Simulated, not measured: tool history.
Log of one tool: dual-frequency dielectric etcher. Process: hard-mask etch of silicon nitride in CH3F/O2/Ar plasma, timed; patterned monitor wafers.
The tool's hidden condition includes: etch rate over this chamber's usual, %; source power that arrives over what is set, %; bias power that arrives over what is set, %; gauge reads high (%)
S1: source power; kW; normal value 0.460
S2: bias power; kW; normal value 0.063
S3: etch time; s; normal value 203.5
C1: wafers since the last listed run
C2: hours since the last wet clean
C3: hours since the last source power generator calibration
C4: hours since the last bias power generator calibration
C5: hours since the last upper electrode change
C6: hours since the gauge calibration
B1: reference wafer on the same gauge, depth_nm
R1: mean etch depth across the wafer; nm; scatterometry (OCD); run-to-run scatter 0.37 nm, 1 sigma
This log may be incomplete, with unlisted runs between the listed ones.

run     day     S1     S2     S3   C1     C2      C3      C4      C5     C6     B1     R1
  1   0.000  0.460  0.063  203.5    0  329.6  1666.5  4289.7  4804.7  410.7  143.0  137.3
  2   1.267  0.460  0.063  203.5  209  360.0  1696.9  4320.1  4835.1  441.1  143.0  137.9
  3   2.388  0.460  0.063  203.5  184  386.9  1723.8  4347.0  4862.0  468.0  143.1  136.8
  4   3.842  0.510  0.063  203.5  239  421.8  1758.7  4381.9  4896.9  502.9  143.1  143.2
  5   6.162  0.510  0.063  203.5  383  477.5  1814.4  4437.6  4952.6  558.6  142.9  142.0
  6   7.496  0.510  0.063  203.5  220  509.5  1846.4  4469.6  4984.6  590.6  143.0  141.5
  7   8.471  0.460  0.063  251.5  160  532.9  1869.8  4493.0  5008.0  614.0  143.0  167.9
     10.004  -- wet clean of the chamber
  8  10.025  0.460  0.063  251.5   91    0.5  1907.1  4530.3  5045.3  651.3  142.9  172.1
  9  10.717  0.460  0.063  251.5  114   17.1  1923.7  4546.9  5061.9  667.9  143.0  172.2
 10  11.462  0.460  0.063  203.5  123   35.0  1941.6  4564.8  5079.8  685.8  142.9  139.3
 11  12.508  0.460  0.063  203.5  172   60.1  1966.7  4589.9  5104.9  710.9  143.0  138.7
     12.879  -- source power generator calibrated
     13.575  -- upper electrode replaced
     13.642  -- gauge calibrated
 12  13.717  0.490  0.063  203.5   57   89.1    20.1  4618.9     3.4    1.8  142.9  141.5
 13  14.300  0.490  0.063  203.5   96  103.1    34.1  4632.9    17.4   15.8  143.1  142.2
 14  14.854  0.460  0.063  249.0   91  116.4    47.4  4646.2    30.7   29.1  143.0  170.1
 15  16.096  0.420  0.073  203.5  204  146.2    77.2  4676.0    60.5   58.9  142.9  139.0
 16  16.846  0.460  0.063  203.5  123  164.2    95.2  4694.0    78.5   76.9  142.9  138.0
     19.225  -- bias power generator calibrated
 17  20.900  0.460  0.063  203.5  641  261.5   192.5    40.2   175.8  174.2  143.1  137.8
 18  21.479  0.510  0.063  203.5   95  275.4   206.4    54.1   189.7  188.1  143.0  143.2
 19  22.612  0.530  0.076  225.5  187  302.6   233.6    81.3   216.9  215.3  143.1  168.9
 20  23.938  0.490  0.063  203.5  218  334.4   265.4   113.1   248.7  247.1  143.0  140.8
 21  24.446  0.510  0.063  243.0   83  346.6   277.6   125.3   260.9  259.3  143.0  170.4
 22  25.171  0.460  0.063  251.5  119  364.0   295.0   142.7   278.3  276.7  143.1  169.2
 23  25.838  0.510  0.063  166.0  110  380.0   311.0   158.7   294.3  292.7  143.1  116.5
 24  26.625  0.530  0.069  150.0  129  398.9   329.9   177.6   313.2  311.6  143.0  109.4
 25  27.796  0.380  0.048  260.5  193  427.0   358.0   205.7   341.3  339.7  143.1  152.9
 26  31.125  0.380  0.067  203.5  549  506.9   437.9   285.6   421.2  419.6  143.1  128.4

5 ways to go on from here, each from the tool as it stands after run 26. What would each give?
  A  31.146  0.460  0.063  203.5   3  507.4  438.4  286.1  421.7  420.1   ?   ?
  B  31.146  0.460  0.053  203.5   3  507.4  438.4  286.1  421.7  420.1   ?   ?
  C  31.146  0.570  0.058  244.5   3  507.4  438.4  286.1  421.7  420.1   ?   ?
  D  31.146  0.390  0.071  147.5   3  507.4  438.4  286.1  421.7  420.1   ?   ?
  E  31.146  0.550  0.063  263.0   3  507.4  438.4  286.1  421.7  420.1   ?   ?

run     B1     R1
  A  143.0  136.1
  B  143.0  130.8
  C  143.0  174.4
  D  143.0   95.3
  E  143.0  188.5
The same runs, with their run-to-run variation unchanged, on a tool lacking any hidden condition would have given:
run     R1
  A  140.3
  B  134.9
  C  179.8
  D   98.2
  E  194.4

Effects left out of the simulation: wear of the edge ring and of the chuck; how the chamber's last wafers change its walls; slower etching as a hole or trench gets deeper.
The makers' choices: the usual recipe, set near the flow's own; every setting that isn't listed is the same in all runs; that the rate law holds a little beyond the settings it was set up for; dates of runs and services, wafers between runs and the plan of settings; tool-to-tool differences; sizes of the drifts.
